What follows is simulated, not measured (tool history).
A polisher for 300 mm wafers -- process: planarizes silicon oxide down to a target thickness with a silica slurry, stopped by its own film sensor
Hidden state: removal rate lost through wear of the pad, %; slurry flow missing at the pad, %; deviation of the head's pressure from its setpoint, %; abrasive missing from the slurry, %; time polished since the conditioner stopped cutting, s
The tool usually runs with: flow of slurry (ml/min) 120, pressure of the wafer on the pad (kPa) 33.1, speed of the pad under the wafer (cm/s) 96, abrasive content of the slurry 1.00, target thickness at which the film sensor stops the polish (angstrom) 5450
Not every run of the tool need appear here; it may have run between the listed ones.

run,hour,flow of slurry (ml/min),pressure of the wafer on the pad (kPa),speed of the pad under the wafer (cm/s),abrasive content of the slurry,target thickness at which the film sensor stops the polish (angstrom),wafers since the last listed run,wafers polished on this pad,hours since the slurry nozzle was cleaned,hours since the head pressure was calibrated,hours since the slurry blender was calibrated,hours since the conditioning disc was replaced,"incoming thickness of the incoming film, nm",time until the film sensor stopped the polish (s)
1,0.0,120,33.1,96,1.00,5450,0,1615,200.0,692.0,540.1,407.4,845.5,103.1
# hour 52.5: slurry blender recalibrated
2,65.8,120,33.1,96,1.00,5450,413,2028,265.8,757.8,13.3,473.2,825.5,88.7
3,122.1,120,41.4,96,1.00,5450,365,2393,322.1,814.1,69.6,529.5,839.1,74.6
# hour 167.3: conditioning disc replaced and pad reconditioned
4,192.9,95,33.1,96,1.00,5450,446,2840,392.9,884.9,140.4,25.6,837.2,100.6
# hour 299.7: worn pad replaced by a new one, of another model than before
5,300.2,95,33.1,96,1.00,5450,669,3,500.2,992.2,247.7,132.9,843.1,106.0
6,402.1,120,33.1,96,1.00,5450,660,663,602.1,1094.1,349.6,234.8,847.0,99.2
# hour 424.5: slurry nozzle cleaned
# hour 437.6: head pressure recalibrated
7,453.7,120,33.1,96,1.00,5450,315,978,29.2,16.1,401.2,286.4,838.7,99.4
# hour 505.1: slurry blender recalibrated
8,552.2,120,33.1,96,1.00,5450,625,1604,127.7,114.6,47.1,384.9,831.6,92.8
9,616.9,120,33.1,96,1.00,5820,419,2024,192.4,179.3,111.8,449.6,827.4,79.6
# hour 659.5: conditioning disc replaced and pad reconditioned
10,710.6,120,33.1,96,1.00,5820,594,2618,286.1,273.0,205.5,51.1,831.9,81.2
11,801.8,140,33.1,70,1.00,5450,591,3210,377.3,364.2,296.7,142.3,830.7,102.4
# hour 892.2: worn pad replaced by a new one
# hour 1042.2: slurry nozzle cleaned
# hour 1052.0: slurry blender recalibrated
12,1119.0,110,33.1,96,1.00,5450,2011,1451,76.8,681.4,67.0,459.5,850.8,100.7
13,1187.5,95,33.1,96,1.00,4700,444,1895,145.3,749.9,135.5,528.0,842.4,131.6
# hour 1236.2: conditioning disc replaced and pad reconditioned
14,1287.5,120,33.1,96,1.00,5450,635,2530,245.3,849.9,235.5,51.3,832.6,93.6
# hour 1382.3: worn pad replaced by a new one
15,1395.4,120,44.8,96,1.15,4570,673,85,353.2,957.8,343.4,159.2,839.0,94.4
16,1451.9,120,33.1,84,1.00,5450,366,451,409.7,1014.3,399.9,215.7,839.3,104.4
17,1529.5,120,24.8,64,1.00,5450,503,954,487.3,1091.9,477.5,293.3,828.4,137.2
# hour 1568.2: slurry nozzle cleaned
# hour 1608.3: slurry blender recalibrated
18,1608.8,120,22.8,122,1.00,5180,494,1449,40.6,1171.2,0.5,372.6,830.3,116.3
# hour 1661.9: head pressure recalibrated
19,1663.6,160,33.1,96,1.00,6420,342,1791,95.4,1.7,55.3,427.4,839.2,59.5
20,1771.0,120,24.1,96,1.00,5450,696,2488,202.8,109.1,162.7,534.8,837.2,117.4
# hour 1777.5: conditioning disc replaced and pad reconditioned
21,1841.3,120,44.1,86,0.80,6220,442,2930,273.1,179.4,233.0,63.8,844.2,67.4
22,1883.6,120,33.1,96,1.00,5450,274,3205,315.4,221.7,275.3,106.1,849.0,99.7
# hour 1890.0: worn pad replaced by a new one
23,1987.4,105,42.7,96,1.00,5450,647,631,419.2,325.5,379.1,209.9,855.7,87.8
24,2085.4,145,33.1,96,0.80,5020,635,1266,517.2,423.5,477.1,307.9,848.6,124.1

Forecast each of these 5 alternatives for the next run:
A,2085.9,120,33.1,96,1.00,5450,3,1270,517.7,424.0,477.6,308.4,832.3,?
B,2085.9,145,26.2,112,1.00,4850,3,1270,517.7,424.0,477.6,308.4,832.3,?
C,2085.9,120,33.1,96,1.00,5080,3,1270,517.7,424.0,477.6,308.4,832.3,?
D,2085.9,120,33.1,108,0.90,6290,3,1270,517.7,424.0,477.6,308.4,832.3,?
E,2085.9,85,33.1,74,1.00,5450,3,1270,517.7,424.0,477.6,308.4,832.3,?

run,time until the film sensor stopped the polish (s)
A,98.2
B,124.5
C,110.8
D,69.4
E,123.4
Stripped of hidden state, with their random variation kept, the same runs would have yielded:
run,time until the film sensor stopped the polish (s)
A,92.5
B,117.4
C,104.4
D,65.2
E,116.3
